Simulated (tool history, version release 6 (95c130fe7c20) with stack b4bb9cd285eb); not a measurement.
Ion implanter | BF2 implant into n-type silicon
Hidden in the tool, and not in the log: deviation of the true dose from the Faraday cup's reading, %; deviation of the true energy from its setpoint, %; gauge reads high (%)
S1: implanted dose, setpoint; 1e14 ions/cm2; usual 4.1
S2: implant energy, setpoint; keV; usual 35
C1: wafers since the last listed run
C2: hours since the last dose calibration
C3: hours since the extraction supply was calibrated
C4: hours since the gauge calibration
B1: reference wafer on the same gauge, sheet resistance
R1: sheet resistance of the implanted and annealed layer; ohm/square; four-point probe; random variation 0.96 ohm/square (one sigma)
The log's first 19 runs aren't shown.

run,day,S1,S2,C1,C2,C3,C4,B1,R1
20,38.021,3.24,35,696,160.9,420.9,542.5,295,342.96
21,39.912,4.1,35,753,206.3,466.3,587.9,295.09,280.97
22,42.058,4.1,35,854,257.8,517.8,639.4,294.99,279.11
23,43.304,4.85,35,496,287.7,547.7,669.3,295.17,242.14
24,44.921,4.65,35,643,326.5,586.5,708.1,295.22,249.99
25,46.196,4.1,35,507,357.1,617.1,738.7,294.95,280.83
26,47.367,3.47,38,466,385.2,645.2,766.8,295.06,321.06
27,49.392,4.1,35,806,433.8,693.8,815.4,294.9,278.41
28,51.979,3.35,26.5,1030,495.9,755.9,877.5,295.22,340.23
29,53.125,3.26,41.5,456,523.4,783.4,905,295.23,334.15
# day 55.508: gauge calibrated
30,55.571,3.53,24,973,582.1,842.1,1.5,294.51,327.94
31,57.825,5.17,26,897,636.2,896.2,55.6,295.16,238.45
32,60.3,4.1,35,985,695.6,955.6,115,295.02,278.19
33,62.058,5.06,31.5,700,737.8,997.8,157.2,294.86,234.97
34,64.029,4.1,45,784,785.1,1045.1,204.5,294.89,269.81
35,65.604,4.74,35,627,822.9,1082.9,242.3,294.84,247.22
36,67.621,3.35,31,802,871.3,1131.3,290.7,295.16,332.51
37,70.142,2.98,29,1003,931.8,1191.8,351.2,295.05,369.49
38,72.862,4.1,35,1083,997.1,1257.1,416.5,294.79,278.68

3 ways to go on from here, each from the tool as it stands after run 38. What would each give?
A,72.879,4.1,35,6,997.5,1257.5,416.9,?,?
B,72.879,4.1,27,6,997.5,1257.5,416.9,?,?
C,72.879,3.79,23,6,997.5,1257.5,416.9,?,?

run,B1,R1
A,294.75,277.12
B,294.75,285.13
C,294.75,310.09
Without the tool's hidden state the same runs would have given:
run,R1
A,282.06
B,290.01
C,315.3
